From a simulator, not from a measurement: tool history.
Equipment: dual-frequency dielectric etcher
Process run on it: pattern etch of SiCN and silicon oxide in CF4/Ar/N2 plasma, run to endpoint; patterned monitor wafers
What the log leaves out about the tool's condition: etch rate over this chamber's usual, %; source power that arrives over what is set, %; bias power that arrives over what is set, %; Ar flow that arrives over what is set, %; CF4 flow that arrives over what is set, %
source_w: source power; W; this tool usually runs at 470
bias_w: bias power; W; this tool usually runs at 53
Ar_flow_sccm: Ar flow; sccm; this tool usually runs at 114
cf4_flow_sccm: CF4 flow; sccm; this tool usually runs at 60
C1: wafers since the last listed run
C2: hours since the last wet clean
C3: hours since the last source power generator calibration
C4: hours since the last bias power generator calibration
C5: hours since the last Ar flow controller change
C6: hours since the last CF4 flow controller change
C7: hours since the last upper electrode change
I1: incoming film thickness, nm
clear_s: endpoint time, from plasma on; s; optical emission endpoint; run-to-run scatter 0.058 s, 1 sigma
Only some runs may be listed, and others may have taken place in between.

Run 1, day 0: usual settings; C1 0; C2 329.8; C3 3771.8; C4 1984; C5 42.6; C6 70.9; C7 3793.1; I1 12.08. Result: clear_s 15.7 s.
At day 0.367: source power generator calibrated.
Run 2, day 0.388: usual settings but source_w 380 W; C1 85; C2 339.1; C3 0.5; C4 1993.3; C5 51.9; C6 80.2; C7 3802.4; I1 12.05. Result: clear_s 18.5 s.
Run 3, day 0.662: usual settings but source_w 380 W; C1 106; C2 345.7; C3 7.1; C4 1999.9; C5 58.5; C6 86.8; C7 3809; I1 12.03. Result: clear_s 18.5 s.
Run 4, day 0.954: usual settings but source_w 490 W; C1 112; C2 352.7; C3 14.1; C4 2006.9; C5 65.5; C6 93.8; C7 3816; I1 11.9. Result: clear_s 14.9 s.
Run 5, day 1.55: usual settings but source_w 490 W; C1 230; C2 367; C3 28.4; C4 2021.2; C5 79.8; C6 108.1; C7 3830.3; I1 11.89. Result: clear_s 14.9 s.
Run 6, day 2.262: usual settings but cf4_flow_sccm 70 sccm; C1 275; C2 384.1; C3 45.5; C4 2038.3; C5 96.9; C6 125.2; C7 3847.4; I1 11.86. Result: clear_s 15.3 s.
Run 7, day 2.958: usual settings but source_w 590 W, bias_w 49 W, Ar_flow_sccm 95 sccm; C1 268; C2 400.8; C3 62.2; C4 2055; C5 113.6; C6 141.9; C7 3864.1; I1 11.94. Result: clear_s 12.8 s.
At day 3.483: bias power generator calibrated.
Run 8, day 3.504: usual settings but bias_w 48 W; C1 146; C2 413.9; C3 75.3; C4 0.5; C5 126.7; C6 155; C7 3877.2; I1 12.06. Result: clear_s 16 s.
At day 4.8: wet clean of the chamber.
At day 5.354: upper electrode replaced.
Run 9, day 5.375: usual settings but bias_w 44 W, Ar_flow_sccm 140 sccm; C1 122; C2 13.8; C3 120.2; C4 45.4; C5 171.6; C6 199.9; C7 0.5; I1 11.98. Result: clear_s 15.9 s.
Run 10, day 5.388: usual settings but bias_w 59 W, Ar_flow_sccm 137 sccm; C1 4; C2 14.1; C3 120.5; C4 45.7; C5 171.9; C6 200.2; C7 0.8; I1 11.98. Result: clear_s 15.2 s.
Run 11, day 5.404: usual settings; C1 6; C2 14.5; C3 120.9; C4 46.1; C5 172.3; C6 200.6; C7 1.2; I1 12.12. Result: clear_s 15.3 s.
Run 12, day 5.417: usual settings; C1 4; C2 14.8; C3 121.2; C4 46.4; C5 172.6; C6 200.9; C7 1.5; I1 12.05. Result: clear_s 15.3 s.
Run 13, day 5.988: usual settings but source_w 410 W, Ar_flow_sccm 95 sccm; C1 220; C2 28.5; C3 134.9; C4 60.1; C5 186.3; C6 214.6; C7 15.2; I1 11.99. Result: clear_s 16.6 s.
Run 14, day 7.817: usual settings; C1 706; C2 72.4; C3 178.8; C4 104; C5 230.2; C6 258.5; C7 59.1; I1 12.05. Result: clear_s 15.4 s.
Run 15, day 8.325: usual settings but Ar_flow_sccm 128 sccm; C1 196; C2 84.6; C3 191; C4 116.2; C5 242.4; C6 270.7; C7 71.3; I1 11.97. Result: clear_s 15.5 s.
Run 16, day 8.738: usual settings but bias_w 48 W, cf4_flow_sccm 50 sccm; C1 159; C2 94.5; C3 200.9; C4 126.1; C5 252.3; C6 280.6; C7 81.2; I1 12.06. Result: clear_s 15.8 s.
Run 17, day 10.321: usual settings but source_w 370 W, cf4_flow_sccm 46 sccm; C1 611; C2 132.5; C3 238.9; C4 164.1; C5 290.3; C6 318.6; C7 119.2; I1 12.03. Result: clear_s 18.9 s.
Run 18, day 10.721: usual settings but source_w 400 W, bias_w 61 W, Ar_flow_sccm 135 sccm, cf4_flow_sccm 67 sccm; C1 154; C2 142.1; C3 248.5; C4 173.7; C5 299.9; C6 328.2; C7 128.8; I1 12.14. Result: clear_s 17.3 s.
Run 19, day 11.292: usual settings; C1 220; C2 155.8; C3 262.2; C4 187.4; C5 313.6; C6 341.9; C7 142.5; I1 11.96. Result: clear_s 15.2 s.
Run 20, day 11.862: usual settings but bias_w 49 W, cf4_flow_sccm 55 sccm; C1 220; C2 169.5; C3 275.9; C4 201.1; C5 327.3; C6 355.6; C7 156.2; I1 11.93. Result: clear_s 15.6 s.
Run 21, day 12.35: usual settings but cf4_flow_sccm 68 sccm; C1 188; C2 181.2; C3 287.6; C4 212.8; C5 339; C6 367.3; C7 167.9; I1 12. Result: clear_s 15.1 s.
Run 22, day 12.804: usual settings; C1 175; C2 192.1; C3 298.5; C4 223.7; C5 349.9; C6 378.2; C7 178.8; I1 12.02. Result: clear_s 15.5 s.
Run 23, day 13.125: usual settings but Ar_flow_sccm 101 sccm; C1 123; C2 199.8; C3 306.2; C4 231.4; C5 357.6; C6 385.9; C7 186.5; I1 11.85. Result: clear_s 14.9 s.
Run 24, day 13.404: usual settings; C1 107; C2 206.5; C3 312.9; C4 238.1; C5 364.3; C6 392.6; C7 193.2; I1 12. Result: clear_s 15.3 s.
Run 25, day 13.979: usual settings but source_w 550 W, bias_w 45 W; C1 222; C2 220.3; C3 326.7; C4 251.9; C5 378.1; C6 406.4; C7 207; I1 12.01. Result: clear_s 13.9 s.

For each entry between runs, how does the tool's hidden state at the last listed run before it compare with that at the first listed run after it?
Between runs 1 and 2: source power generator calibrated (day 0.367)
  etch rate over this chamber's usual, %: -2.71 -> -2.78
  what was measured, less what the result would be without the hidden state, clear_s: +0.4 -> +0.5 s
Between runs 7 and 8: bias power generator calibrated (day 3.483)
  etch rate over this chamber's usual, %: -3.28 -> -3.39
  what was measured, less what the result would be without the hidden state, clear_s: +0.4 -> +0.5 s
Between runs 8 and 9: wet clean of the chamber (day 4.8); upper electrode replaced (day 5.354)
  etch rate over this chamber's usual, %: -3.39 -> -0.0941
  what was measured, less what the result would be without the hidden state, clear_s: +0.5 -> +0 s

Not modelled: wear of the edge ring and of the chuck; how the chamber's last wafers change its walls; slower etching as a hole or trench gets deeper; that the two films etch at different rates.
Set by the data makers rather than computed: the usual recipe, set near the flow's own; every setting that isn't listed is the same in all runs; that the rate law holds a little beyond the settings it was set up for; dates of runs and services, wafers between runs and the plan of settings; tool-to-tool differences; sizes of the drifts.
